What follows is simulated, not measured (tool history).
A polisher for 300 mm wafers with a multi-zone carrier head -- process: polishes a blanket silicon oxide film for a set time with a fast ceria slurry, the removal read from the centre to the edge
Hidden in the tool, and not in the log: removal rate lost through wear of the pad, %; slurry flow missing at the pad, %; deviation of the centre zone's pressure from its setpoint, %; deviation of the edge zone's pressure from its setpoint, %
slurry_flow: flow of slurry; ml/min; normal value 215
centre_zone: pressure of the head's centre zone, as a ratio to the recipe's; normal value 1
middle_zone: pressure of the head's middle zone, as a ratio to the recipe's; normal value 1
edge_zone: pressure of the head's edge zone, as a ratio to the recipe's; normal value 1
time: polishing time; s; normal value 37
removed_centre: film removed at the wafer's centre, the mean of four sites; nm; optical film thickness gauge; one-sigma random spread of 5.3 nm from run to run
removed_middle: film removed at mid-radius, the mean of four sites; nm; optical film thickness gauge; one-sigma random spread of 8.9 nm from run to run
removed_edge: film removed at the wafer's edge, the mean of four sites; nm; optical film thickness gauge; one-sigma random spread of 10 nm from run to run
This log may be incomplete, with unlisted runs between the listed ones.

run,hour,slurry_flow,centre_zone,middle_zone,edge_zone,time,wafers since the last listed run,wafers polished on this pad,hours since the slurry nozzle was cleaned,hours since the centre zone pressure was calibrated,hours since the edge zone pressure was calibrated,hours since the carrier head's membrane was replaced,"incoming thickness of the incoming film, nm",removed_centre,removed_middle,removed_edge
1,0,215,1.08,1,1,37,0,796,781.5,1162,834.8,113.5,3645.2,836.8,775.7,748.5
2,28.4,215,0.94,0.92,1.1,32,247,1043,809.9,1190.4,863.2,141.9,3529.6,624.8,638.4,673.5
# hour 36.1: slurry nozzle cleaned
3,43,215,0.88,0.92,1,37,118,1162,6.9,1205,877.8,156.5,3611.7,672.7,749.8,771.9
# hour 56.5: edge zone pressure recalibrated
4,72.6,180,1,1,1.08,37,240,1402,36.5,1234.6,16.1,186.1,3649,745.8,751.7,760.5
5,106.2,245,0.92,1,1,27,292,1695,70.1,1268.2,49.7,219.7,3616.3,509.4,558.7,548.6
6,122.5,240,1.05,1,0.94,37,142,1837,86.4,1284.5,66,236,3568,796.5,770.2,725
# hour 127.6: worn pad replaced by a new one
7,141.4,285,0.96,1.03,1.1,37,129,120,105.3,1303.4,84.9,254.9,3625.8,776.3,828.2,813.9
8,154.8,265,1,1,1,37,116,236,118.7,1316.8,98.3,268.3,3566.8,797.6,795.1,776.1
9,174.6,215,1,1,1,37,172,409,138.5,1336.6,118.1,288.1,3551.6,781.8,797.3,756.4
# hour 179.3: centre zone pressure recalibrated
10,187.2,215,1.1,1,1,32,92,501,151.1,7.9,130.7,300.7,3528.5,735.5,693.3,649.4
11,212.3,180,1.07,1.07,1,30,218,720,176.2,33,155.8,325.8,3606.6,646.9,644.1,609.2
12,226.4,215,1,1,1.12,47,122,843,190.3,47.1,169.9,339.9,3574.3,972.9,1009.8,1037.1
13,255.7,215,0.97,0.89,0.93,49,255,1098,219.6,76.4,199.2,369.2,3581,981.5,959,974.8
14,279.8,195,1,1,0.93,37,210,1308,243.7,100.5,223.3,393.3,3568.8,751.8,783.9,718.7
15,303,215,1,1.04,1,25,202,1511,266.9,123.7,246.5,416.5,3606.3,509.3,536.2,509
16,333.9,180,1,1,1,42,269,1780,297.8,154.6,277.4,447.4,3610.4,834.1,837.1,840.4
# hour 356.4: worn pad replaced by a new one
17,364.7,170,1,1,1,37,233,72,328.6,185.4,308.2,478.2,3624.5,737.9,761.5,738.8
18,391.9,215,1,0.92,1,37,237,309,355.8,212.6,335.4,505.4,3580.7,767.6,753,771.8
19,419.7,265,0.92,1,0.92,37,242,551,383.6,240.4,363.2,533.2,3646.2,722.5,820.2,749.9
20,447.7,215,1,1.04,1,25,244,795,411.6,268.4,391.2,561.2,3536.7,522.3,540,519.4
21,473.1,215,1,1,1,37,221,1017,437,293.8,416.6,586.6,3613.2,756.9,777.4,759
22,490.3,215,1,1,1,37,149,1167,454.2,311,433.8,603.8,3633.8,759.5,783.4,753.4
23,512.7,215,1,1,1,37,195,1362,476.6,333.4,456.2,626.2,3541.1,760.7,776.5,754.6

3 ways to go on from here, each from the tool as it stands after run 23. What would each give?
A,513.1,215,1,0.91,1,37,3,1365,477,333.8,456.6,626.6,3573.3,?,?,?
B,513.1,215,1.09,1,1,37,3,1365,477,333.8,456.6,626.6,3573.3,?,?,?
C,513.1,215,1,1.09,1,43,3,1365,477,333.8,456.6,626.6,3573.3,?,?,?

run,removed_centre,removed_middle,removed_edge
A,767.2,725.4,750.5
B,837.1,767,749.9
C,892.4,940.5,870.7
With the hidden condition removed and each run's random variation left untouched, the same runs would have given:
run,removed_centre,removed_middle,removed_edge
A,783.8,741.1,766.8
B,855.3,783.6,766.1
C,911.7,960.9,889.6

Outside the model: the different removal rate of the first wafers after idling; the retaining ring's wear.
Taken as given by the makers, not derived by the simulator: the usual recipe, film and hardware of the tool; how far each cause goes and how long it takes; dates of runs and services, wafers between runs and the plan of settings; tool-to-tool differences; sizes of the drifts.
